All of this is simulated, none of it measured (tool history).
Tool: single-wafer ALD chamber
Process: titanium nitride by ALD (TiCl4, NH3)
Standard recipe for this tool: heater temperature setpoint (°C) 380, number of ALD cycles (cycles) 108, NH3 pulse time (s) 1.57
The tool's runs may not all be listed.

run	hour	heater temperature setpoint (°C)	number of ALD cycles (cycles)	NH3 pulse time (s)	wafers since the last listed run	hours since the last thermocouple change	hours since the showerhead was replaced	hours since the gauge calibration	read-back reference wafer on the same gauge, thickness_nm	mean film thickness on the monitor wafer (nm)
1	0.0	380	108	1.57	0	616.8	3852.0	1187.0	2.394	2.216
2	50.5	380	108	1.57	125	667.3	3902.5	1237.5	2.400	2.223
3	125.1	380	108	1.57	184	741.9	3977.1	1312.1	2.391	2.227
4	213.1	380	108	1.57	217	829.9	4065.1	1400.1	2.395	2.224
5	274.1	380	108	1.57	151	890.9	4126.1	1461.1	2.395	2.222
6	345.3	380	108	1.57	176	962.1	4197.3	1532.3	2.391	2.232
7	437.0	380	108	1.57	227	1053.8	4289.0	1624.0	2.394	2.211
8	508.4	380	108	1.57	176	1125.2	4360.4	1695.4	2.392	2.216
9	585.0	380	108	1.57	189	1201.8	4437.0	1772.0	2.387	2.237
10	670.1	380	108	1.57	210	1286.9	4522.1	1857.1	2.388	2.196
11	736.9	380	108	1.57	165	1353.7	4588.9	1923.9	2.378	2.214
12	830.8	380	108	1.57	232	1447.6	4682.8	2017.8	2.375	2.193
13	892.8	380	108	1.57	153	1509.6	4744.8	2079.8	2.382	2.193
# hour 894.2: gauge calibrated
# hour 908.4: thermocouple changed; heater temperature recalibrated
14	966.6	375	108	1.57	162	58.2	4818.6	72.4	2.444	2.227
15	1006.7	372	95	1.83	99	98.3	4858.7	112.5	2.439	2.002
16	1087.7	380	108	1.57	200	179.3	4939.7	193.5	2.432	2.277
17	1192.7	380	108	1.57	260	284.3	5044.7	298.5	2.433	2.265
18	1287.3	391	94	2.19	234	378.9	5139.3	393.1	2.432	2.024
19	1386.6	393	108	1.11	245	478.2	5238.6	492.4	2.426	2.262
20	1446.1	393	108	1.57	147	537.7	5298.1	551.9	2.424	2.298
# hour 1543.8: showerhead replaced
21	1607.6	394	89	1.38	380	699.2	63.8	713.4	2.421	1.864
22	1644.0	380	108	1.57	90	735.6	100.2	749.8	2.422	2.249
23	1689.0	380	126	1.57	111	780.6	145.2	794.8	2.419	2.629
24	1769.3	390	108	1.17	198	860.9	225.5	875.1	2.417	2.231
25	1843.7	375	129	1.57	184	935.3	299.9	949.5	2.420	2.664

Expected results for the next run?
26	1924.3	391	118	1.57	199	1015.9	380.5	1030.1	?	?

{"run 26": {"read-back reference wafer on the same gauge, thickness_nm": 2.415, "mean film thickness on the monitor wafer (nm)": 2.485}}
Take away the tool's hidden state, keep the run-to-run variation as it was, and the same run would have given mean film thickness on the monitor wafer (nm) 2.512.
